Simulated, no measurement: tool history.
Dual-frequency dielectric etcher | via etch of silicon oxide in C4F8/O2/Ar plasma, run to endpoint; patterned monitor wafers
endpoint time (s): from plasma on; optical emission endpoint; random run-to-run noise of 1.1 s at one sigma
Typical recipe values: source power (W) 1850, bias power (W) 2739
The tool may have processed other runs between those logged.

| run | day | source power (W) | bias power (W) | incoming incoming film thickness, nm | endpoint time (s) |
|---|---|---|---|---|---|
| 1 | 0 | 1850 | 2739 | 1374.4 | 258.1 |
| 2 | 2.842 | 1850 | 2739 | 1374.2 | 259 |
| 3 | 5.725 | 1850 | 2739 | 1383 | 259.2 |
| 4 | 12.908 | 1850 | 2739 | 1380.8 | 257.5 |
|  | 14.804 | wet clean of the chamber |
| 5 | 17.092 | 1850 | 2739 | 1370.6 | 257.3 |
| 6 | 19.646 | 1850 | 2739 | 1365.8 | 258.6 |
| 7 | 22.321 | 1850 | 2739 | 1378.7 | 259.5 |
| 8 | 24.846 | 1850 | 2739 | 1388.9 | 262.7 |
| 9 | 28.3 | 1850 | 2739 | 1376.3 | 258.3 |
|  | 31.508 | upper electrode replaced |
| 10 | 31.529 | 1850 | 2739 | 1371.8 | 256 |
| 11 | 34.521 | 1850 | 2739 | 1367.3 | 256.3 |
| 12 | 36.921 | 2060 | 2317 | 1375.3 | 261.9 |
|  | 37.508 | source power generator calibrated |
| 13 | 40.175 | 1550 | 3347 | 1377.9 | 261.5 |
| 14 | 42.671 | 2060 | 2739 | 1373.7 | 244.1 |
| 15 | 46.629 | 2060 | 2739 | 1381.8 | 247.8 |
|  | 47.192 | bias power generator calibrated |
| 16 | 51 | 2010 | 3137 | 1373.1 | 236.6 |
|  | 58.229 | wet clean of the chamber |
| 17 | 62.721 | 1660 | 2065 | 1371.7 | 299.2 |
| 18 | 74.771 | 1850 | 2739 | 1369 | 257.1 |
| 19 | 79.025 | 1520 | 2739 | 1368.5 | 282.2 |
| 20 | 82.883 | 1490 | 2280 | 1375.8 | 302.9 |
| 21 | 85.471 | 1610 | 3111 | 1370.6 | 262.5 |
| 22 | 87.167 | 1610 | 3111 | 1367.5 | 260.3 |
| 23 | 90.946 | 1710 | 2149 | 1365.8 | 290 |
| 24 | 94.262 | 1850 | 2739 | 1373.3 | 255.9 |
|  | 102.438 | wet clean of the chamber |
|  | 105.671 | source power generator calibrated |
| 25 | 107.138 | 1610 | 3111 | 1381.4 | 264 |
| 26 | 110.233 | 1470 | 2739 | 1364.9 | 284.2 |
| 27 | 113.929 | 1850 | 2739 | 1377.2 | 258.2 |
| 28 | 118.392 | 1510 | 2132 | 1384.8 | 307.2 |
| 29 | 120.05 | 2290 | 2739 | 1386.3 | 237.3 |
| 30 | 121.612 | 1850 | 2739 | 1369 | 257.7 |
| 31 | 135.096 | 2290 | 3009 | 1388.4 | 228.7 |
| 32 | 137.558 | 1850 | 2739 | 1377.3 | 258.9 |
|  | 139.488 | wet clean of the chamber |
| 33 | 141.275 | 1850 | 2997 | 1375.9 | 249.8 |
| 34 | 143.088 | 2080 | 3174 | 1384 | 233.9 |
| 35 | 153.892 | 1690 | 2557 | 1368.8 | 275.6 |

Predict each of these 4 candidate next runs independently; none follows another, all start after run 35:
| A | 153.912 | 1850 | 2535 | 1384.3 | ? |
| B | 153.912 | 1460 | 2307 | 1384.3 | ? |
| C | 153.912 | 2140 | 3108 | 1384.3 | ? |
| D | 153.912 | 1510 | 2739 | 1384.3 | ? |

| run | endpoint time (s) |
|---|---|
| A | 266.1 |
| B | 306.9 |
| C | 232.6 |
| D | 284.9 |
Without the tool's hidden state the same runs would have given:
| run | endpoint time (s) |
|---|---|
| A | 266.1 |
| B | 306.9 |
| C | 232.6 |
| D | 284.9 |
